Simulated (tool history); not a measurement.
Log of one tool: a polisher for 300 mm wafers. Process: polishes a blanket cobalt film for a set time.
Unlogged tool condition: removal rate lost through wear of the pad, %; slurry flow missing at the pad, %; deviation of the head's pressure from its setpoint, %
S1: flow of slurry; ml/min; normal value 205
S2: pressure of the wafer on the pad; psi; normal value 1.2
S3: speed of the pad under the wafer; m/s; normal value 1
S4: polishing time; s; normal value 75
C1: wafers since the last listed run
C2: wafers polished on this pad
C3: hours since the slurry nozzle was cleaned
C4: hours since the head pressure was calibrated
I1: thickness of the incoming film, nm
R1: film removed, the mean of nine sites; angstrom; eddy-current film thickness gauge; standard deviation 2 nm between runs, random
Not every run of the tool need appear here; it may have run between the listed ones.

Run 1, day 0: usual settings but S1 180 ml/min; C1 0; C2 934; C3 629.1; C4 698; I1 1498.1. Result: R1 2477 angstrom.
Run 2, day 1.133: usual settings but S1 180 ml/min; C1 215; C2 1149; C3 656.3; C4 725.2; I1 1451.2. Result: R1 2457 angstrom.
At day 1.762: slurry nozzle cleaned.
Run 3, day 3.192: usual settings but S4 82 s; C1 382; C2 1532; C3 34.3; C4 774.6; I1 1464.7. Result: R1 2618 angstrom.
Run 4, day 4.571: usual settings but S4 82 s; C1 261; C2 1794; C3 67.4; C4 807.7; I1 1447. Result: R1 2565 angstrom.
Run 5, day 6.142: usual settings but S4 82 s; C1 298; C2 2092; C3 105.1; C4 845.4; I1 1475.3. Result: R1 2519 angstrom.
At day 6.533: head pressure recalibrated.
Run 6, day 8.404: usual settings; C1 413; C2 2506; C3 159.4; C4 44.9; I1 1460.4. Result: R1 2281 angstrom.
Run 7, day 9.5: usual settings; C1 208; C2 2714; C3 185.7; C4 71.2; I1 1483.2. Result: R1 2302 angstrom.
Run 8, day 11.396: usual settings; C1 359; C2 3074; C3 231.2; C4 116.7; I1 1475.3. Result: R1 2244 angstrom.
Run 9, day 12.538: usual settings; C1 216; C2 3290; C3 258.6; C4 144.1; I1 1462.4. Result: R1 2265 angstrom.
At day 13.246: worn pad replaced by a new one.
At day 14.492: slurry nozzle cleaned, repeated, since the last time left the tool worse.
Run 10, day 15.092: usual settings; C1 445; C2 342; C3 14.4; C4 205.4; I1 1486. Result: R1 2558 angstrom.
Run 11, day 17.929: usual settings; C1 538; C2 881; C3 82.5; C4 273.5; I1 1480.7. Result: R1 2532 angstrom.
Run 12, day 20.788: usual settings; C1 542; C2 1423; C3 151.1; C4 342.1; I1 1488. Result: R1 2543 angstrom.
Run 13, day 21.879: usual settings; C1 207; C2 1631; C3 177.3; C4 368.3; I1 1466.8. Result: R1 2540 angstrom.
Run 14, day 23.546: usual settings; C1 316; C2 1947; C3 217.3; C4 408.3; I1 1500.4. Result: R1 2561 angstrom.
Run 15, day 25.571: usual settings; C1 384; C2 2332; C3 265.9; C4 456.9; I1 1460. Result: R1 2501 angstrom.
Run 16, day 27.304: usual settings but S1 145 ml/min, S2 1.1 psi, S3 1.12 m/s, S4 53 s; C1 329; C2 2661; C3 307.5; C4 498.5; I1 1509.1. Result: R1 1777 angstrom.
Run 17, day 28.938: usual settings but S2 1.4 psi; C1 310; C2 2971; C3 346.7; C4 537.7; I1 1461.4. Result: R1 2870 angstrom.
Run 18, day 30.983: usual settings but S1 155 ml/min, S2 1.4 psi, S4 98 s; C1 388; C2 3359; C3 395.8; C4 586.8; I1 1456.9. Result: R1 3575 angstrom.
At day 33.404: worn pad replaced by a new one.
Run 19, day 33.671: usual settings but S1 150 ml/min, S2 1.5 psi, S3 0.9 m/s; C1 478; C2 50; C3 460.3; C4 651.3; I1 1481.1. Result: R1 2597 angstrom.
Run 20, day 35.179: usual settings but S3 0.76 m/s; C1 286; C2 336; C3 496.5; C4 687.5; I1 1479.2. Result: R1 1904 angstrom.
Run 21, day 36.204: usual settings but S1 250 ml/min, S2 1.4 psi; C1 194; C2 531; C3 521.1; C4 712.1; I1 1502. Result: R1 2943 angstrom.
At day 36.962: head pressure recalibrated.
Run 22, day 38.371: usual settings but S1 260 ml/min, S2 0.8 psi, S3 0.8 m/s, S4 84 s; C1 395; C2 926; C3 573.1; C4 33.8; I1 1501.1. Result: R1 1673 angstrom.
Run 23, day 39.971: usual settings; C1 303; C2 1230; C3 611.5; C4 72.2; I1 1458.6. Result: R1 2516 angstrom.
Run 24, day 41.058: usual settings but S1 140 ml/min, S4 50 s; C1 206; C2 1437; C3 637.6; C4 98.3; I1 1468.8. Result: R1 1536 angstrom.
At day 45.429: slurry nozzle cleaned.
Run 25, day 47.975: usual settings but S1 245 ml/min; C1 1305; C2 2742; C3 61.1; C4 264.3; I1 1483.6. Result: R1 2657 angstrom.
At day 51.508: worn pad replaced by a new one.
Run 26, day 52.55: usual settings but S1 155 ml/min, S4 52 s; C1 836; C2 197; C3 170.9; C4 374.1; I1 1464.3. Result: R1 1694 angstrom.
Run 27, day 54.204: usual settings but S1 160 ml/min, S3 1.16 m/s; C1 314; C2 511; C3 210.6; C4 413.8; I1 1481.4. Result: R1 2805 angstrom.
Run 28, day 56.221: usual settings; C1 382; C2 894; C3 259; C4 462.2; I1 1467.6. Result: R1 2529 angstrom.
Run 29, day 58.988: usual settings but S3 0.88 m/s, S4 92 s; C1 525; C2 1419; C3 325.4; C4 528.6; I1 1469. Result: R1 2761 angstrom.
Run 30, day 61.608: usual settings; C1 497; C2 1917; C3 388.3; C4 591.5; I1 1465.4. Result: R1 2506 angstrom.
Run 31, day 63.175: usual settings but S3 0.88 m/s, S4 92 s; C1 297; C2 2214; C3 425.9; C4 629.1; I1 1469.3. Result: R1 2688 angstrom.
Run 32, day 65.129: usual settings but S1 175 ml/min, S4 99 s; C1 370; C2 2585; C3 472.8; C4 676; I1 1505.7. Result: R1 3258 angstrom.
At day 69.725: slurry nozzle cleaned.
Run 33, day 71.683: usual settings but S2 1.6 psi, S3 1.14 m/s; C1 1236; C2 3822; C3 47; C4 833.3; I1 1476.1. Result: R1 3828 angstrom.
At day 73.5: worn pad replaced by a new one.
Run 34, day 73.521: usual settings but S4 98 s; C1 317; C2 4; C3 91.1; C4 877.4; I1 1458. Result: R1 3377 angstrom.
Run 35, day 75.3: usual settings but S2 0.8 psi; C1 337; C2 342; C3 133.8; C4 920.1; I1 1478.3. Result: R1 1800 angstrom.
At day 75.712: head pressure recalibrated.
Run 36, day 78.204: usual settings; C1 535; C2 877; C3 203.5; C4 59.8; I1 1511.5. Result: R1 2540 angstrom.

Here are 5 independent what-if runs from the current tool condition. What would each one return?
Run A, day 78.221: usual settings; C1 3; C2 880; C3 203.9; C4 60.2; I1 1467.8. Result: R1 ?.
Run B, day 78.221: usual settings but S1 270 ml/min, S3 1.34 m/s; C1 3; C2 880; C3 203.9; C4 60.2; I1 1467.8. Result: R1 ?.
Run C, day 78.221: usual settings but S2 1 psi, S3 1.36 m/s, S4 98 s; C1 3; C2 880; C3 203.9; C4 60.2; I1 1467.8. Result: R1 ?.
Run D, day 78.221: usual settings but S1 175 ml/min, S4 101 s; C1 3; C2 880; C3 203.9; C4 60.2; I1 1467.8. Result: R1 ?.
Run E, day 78.221: usual settings but S3 0.8 m/s; C1 3; C2 880; C3 203.9; C4 60.2; I1 1467.8. Result: R1 ?.

run    R1
  A  2544
  B  3527
  C  3876
  D  3346
  E  2035
With the hidden condition removed and each run's random variation left untouched, the same runs would have given:
run    R1
  A  2577
  B  3562
  C  3926
  D  3395
  E  2061
